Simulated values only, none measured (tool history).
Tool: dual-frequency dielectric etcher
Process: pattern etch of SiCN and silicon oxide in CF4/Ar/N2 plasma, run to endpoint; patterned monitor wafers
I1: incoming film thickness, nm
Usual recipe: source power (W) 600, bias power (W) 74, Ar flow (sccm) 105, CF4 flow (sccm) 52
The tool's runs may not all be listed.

run 1 day=0.000 | source_power_(W)=720 bias_power_(W)=64 Ar_flow_(sccm)=93 CF4_flow_(sccm)=64 | I1=12.62 | endpoint_time_(s)=9.7
run 2 day=0.642 | source_power_(W)=600 bias_power_(W)=74 Ar_flow_(sccm)=105 CF4_flow_(sccm)=46 | I1=12.61 | endpoint_time_(s)=12.2
run 3 day=1.196 | source_power_(W)=600 bias_power_(W)=74 Ar_flow_(sccm)=105 CF4_flow_(sccm)=52 | I1=12.54 | endpoint_time_(s)=11.8
run 4 day=1.808 | source_power_(W)=600 bias_power_(W)=74 Ar_flow_(sccm)=105 CF4_flow_(sccm)=52 | I1=12.64 | endpoint_time_(s)=11.9
run 5 day=2.221 | source_power_(W)=600 bias_power_(W)=74 Ar_flow_(sccm)=105 CF4_flow_(sccm)=52 | I1=12.55 | endpoint_time_(s)=11.7
run 6 day=2.862 | source_power_(W)=600 bias_power_(W)=64 Ar_flow_(sccm)=80 CF4_flow_(sccm)=52 | I1=12.73 | endpoint_time_(s)=12.2
run 7 day=3.567 | source_power_(W)=600 bias_power_(W)=74 Ar_flow_(sccm)=105 CF4_flow_(sccm)=52 | I1=12.70 | endpoint_time_(s)=11.9
run 8 day=4.262 | source_power_(W)=600 bias_power_(W)=67 Ar_flow_(sccm)=105 CF4_flow_(sccm)=52 | I1=12.70 | endpoint_time_(s)=12.8
run 9 day=4.679 | source_power_(W)=650 bias_power_(W)=69 Ar_flow_(sccm)=125 CF4_flow_(sccm)=41 | I1=12.62 | endpoint_time_(s)=12.2
-- day=5.433 source power generator calibrated
run 10 day=6.221 | source_power_(W)=600 bias_power_(W)=87 Ar_flow_(sccm)=105 CF4_flow_(sccm)=59 | I1=12.46 | endpoint_time_(s)=10.7
run 11 day=6.700 | source_power_(W)=650 bias_power_(W)=74 Ar_flow_(sccm)=105 CF4_flow_(sccm)=61 | I1=12.68 | endpoint_time_(s)=10.7
run 12 day=7.188 | source_power_(W)=600 bias_power_(W)=74 Ar_flow_(sccm)=105 CF4_flow_(sccm)=52 | I1=12.45 | endpoint_time_(s)=11.8
run 13 day=8.850 | source_power_(W)=600 bias_power_(W)=74 Ar_flow_(sccm)=105 CF4_flow_(sccm)=52 | I1=12.74 | endpoint_time_(s)=12.3
run 14 day=9.412 | source_power_(W)=600 bias_power_(W)=74 Ar_flow_(sccm)=126 CF4_flow_(sccm)=52 | I1=12.61 | endpoint_time_(s)=12.5
run 15 day=10.154 | source_power_(W)=640 bias_power_(W)=59 Ar_flow_(sccm)=105 CF4_flow_(sccm)=52 | I1=12.60 | endpoint_time_(s)=12.8
run 16 day=10.688 | source_power_(W)=600 bias_power_(W)=74 Ar_flow_(sccm)=105 CF4_flow_(sccm)=58 | I1=12.80 | endpoint_time_(s)=12.0
run 17 day=11.246 | source_power_(W)=600 bias_power_(W)=74 Ar_flow_(sccm)=105 CF4_flow_(sccm)=52 | I1=12.66 | endpoint_time_(s)=12.3
run 18 day=11.658 | source_power_(W)=520 bias_power_(W)=69 Ar_flow_(sccm)=105 CF4_flow_(sccm)=52 | I1=12.51 | endpoint_time_(s)=15.0
run 19 day=12.079 | source_power_(W)=450 bias_power_(W)=65 Ar_flow_(sccm)=129 CF4_flow_(sccm)=45 | I1=12.61 | endpoint_time_(s)=20.6
run 20 day=12.392 | source_power_(W)=600 bias_power_(W)=74 Ar_flow_(sccm)=105 CF4_flow_(sccm)=52 | I1=12.55 | endpoint_time_(s)=12.3
run 21 day=12.825 | source_power_(W)=600 bias_power_(W)=74 Ar_flow_(sccm)=105 CF4_flow_(sccm)=52 | I1=12.61 | endpoint_time_(s)=12.4
run 22 day=13.133 | source_power_(W)=600 bias_power_(W)=59 Ar_flow_(sccm)=80 CF4_flow_(sccm)=44 | I1=12.61 | endpoint_time_(s)=13.2
run 23 day=13.729 | source_power_(W)=600 bias_power_(W)=74 Ar_flow_(sccm)=105 CF4_flow_(sccm)=52 | I1=12.64 | endpoint_time_(s)=12.3

Alternative continuations, all from the tool just after run 23; predict every row:
run A day=13.746 | source_power_(W)=530 bias_power_(W)=74 Ar_flow_(sccm)=105 CF4_flow_(sccm)=52 | I1=12.65 | endpoint_time_(s)=?
run B day=13.746 | source_power_(W)=530 bias_power_(W)=74 Ar_flow_(sccm)=105 CF4_flow_(sccm)=65 | I1=12.65 | endpoint_time_(s)=?
run C day=13.746 | source_power_(W)=680 bias_power_(W)=58 Ar_flow_(sccm)=86 CF4_flow_(sccm)=41 | I1=12.65 | endpoint_time_(s)=?
run D day=13.746 | source_power_(W)=490 bias_power_(W)=90 Ar_flow_(sccm)=130 CF4_flow_(sccm)=60 | I1=12.65 | endpoint_time_(s)=?
run E day=13.746 | source_power_(W)=520 bias_power_(W)=85 Ar_flow_(sccm)=105 CF4_flow_(sccm)=52 | I1=12.65 | endpoint_time_(s)=?

run=A endpoint_time_(s)=14.4
run=B endpoint_time_(s)=13.9
run=C endpoint_time_(s)=12.1
run=D endpoint_time_(s)=14.7
run=E endpoint_time_(s)=13.7
The same runs, with their run-to-run variation unchanged, on a tool lacking any hidden condition would have given:
run=A endpoint_time_(s)=13.7
run=B endpoint_time_(s)=13.3
run=C endpoint_time_(s)=11.5
run=D endpoint_time_(s)=14.0
run=E endpoint_time_(s)=13.1
